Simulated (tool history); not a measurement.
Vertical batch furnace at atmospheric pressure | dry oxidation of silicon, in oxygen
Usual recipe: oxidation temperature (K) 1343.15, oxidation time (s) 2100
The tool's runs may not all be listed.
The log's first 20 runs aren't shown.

run   hour  oxidation temperature (K)  oxidation time (s)  read-back reference wafer on the same gauge, thickness  oxide thickness on the monitor wafer (nm)
 21  484.6                    1343.15                2100                                                   96.86                                      80.96
 22  502.7                    1359.15                1500                                                   96.83                                      73.41
 23  537.2                    1318.15                2910                                                   96.88                                      85.51
 24  566.2                    1321.15                2100                                                   96.86                                      70.67
     581.3  -- gauge calibrated
 25  592.9                    1336.15                1200                                                   93.16                                      52.88
 26  605.5                    1343.15                2100                                                    93.1                                      77.31
 27  631.1                    1320.15                1230                                                   93.44                                      49.52
     663.9  -- thermocouples replaced and temperature profile calibrated
 28  664.4                    1329.15                2100                                                   93.81                                      72.31
 29  673.5                    1333.15                1800                                                   93.81                                      67.08
 30  692.2                    1328.15                2460                                                   94.07                                      78.66
 31  721.2                    1327.15                1830                                                   94.23                                      65.35
 32  755.7                    1355.15                2100                                                   94.55                                      85.66
 33  783.7                    1343.15                2100                                                   94.55                                      78.66
 34  810.5                    1356.15                2520                                                   94.96                                      96.82
 35  840.3                    1343.15                2100                                                   94.96                                      79.13
 36  871.7                    1343.15                2100                                                   95.06                                      79.68

Here are 5 independent what-if runs from the current tool condition. What would each one return?
  A  875.9                    1343.15                2100                                                       ?                                          ?
  B  875.9                    1343.15                1740                                                       ?                                          ?
  C  875.9                    1336.15                2370                                                       ?                                          ?
  D  875.9                    1365.15                2760                                                       ?                                          ?
  E  875.9                    1320.15                2100                                                       ?                                          ?

run  read-back reference wafer on the same gauge, thickness  oxide thickness on the monitor wafer (nm)
  A                                                   95.29                                      79.26
  B                                                   95.29                                      70.72
  C                                                   95.29                                      81.72
  D                                                   95.29                                     108.13
  E                                                   95.29                                      69.13
Take away the tool's hidden state, keep each run's random variation, and the runs would have read:
run  oxide thickness on the monitor wafer (nm)
  A                                       77.3
  B                                      68.97
  C                                       79.7
  D                                     105.46
  E                                      67.42
